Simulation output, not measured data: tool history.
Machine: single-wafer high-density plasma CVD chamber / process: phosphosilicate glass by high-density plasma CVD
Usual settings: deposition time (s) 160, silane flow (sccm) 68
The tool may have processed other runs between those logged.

run,hour,deposition time (s),silane flow (sccm),"read-back reference wafer on the same gauge, thickness_nm",mean film thickness on the monitor wafer (Å)
1,0,139,58,909.919,8534.78
2,26.9,139,58,909.437,8540.72
3,47.6,139,58,910.037,8562.25
4,62,160,68,909.993,11527.64
5,78.4,160,68,910.2,11593.69
# hour 116.7: silane flow controller replaced
6,117.2,160,68,910.351,10868.24
7,132.9,160,68,909.985,10868.94
# hour 145.4: gauge calibrated
8,157.9,185,57,910.443,10531.75
9,178.9,144,64,910.034,9213.69
10,208.6,175,79,910.348,13841.79
11,238.5,160,68,909.526,10881.21
12,251,160,68,909.778,10883.21
13,284.3,135,68,910.126,9202.07
14,318.9,130,79,909.992,10261.69
15,346.4,160,68,910.085,10907.28

Branching from run 15: 5 alternative next runs. What would each branch give?
A,346.8,160,68,?,?
B,346.8,143,58,?,?
C,346.8,150,76,?,?
D,346.8,190,60,?,?
E,346.8,150,80,?,?

run,"read-back reference wafer on the same gauge, thickness_nm",mean film thickness on the monitor wafer (Å)
A,909.854,10878.21
B,909.854,8292.64
C,909.854,11398.13
D,909.854,11398.13
E,909.854,11998.03
With no hidden state in the tool, these same runs would have given:
run,mean film thickness on the monitor wafer (Å)
A,10943.79
B,8342.63
C,11466.84
D,11466.84
E,12070.36
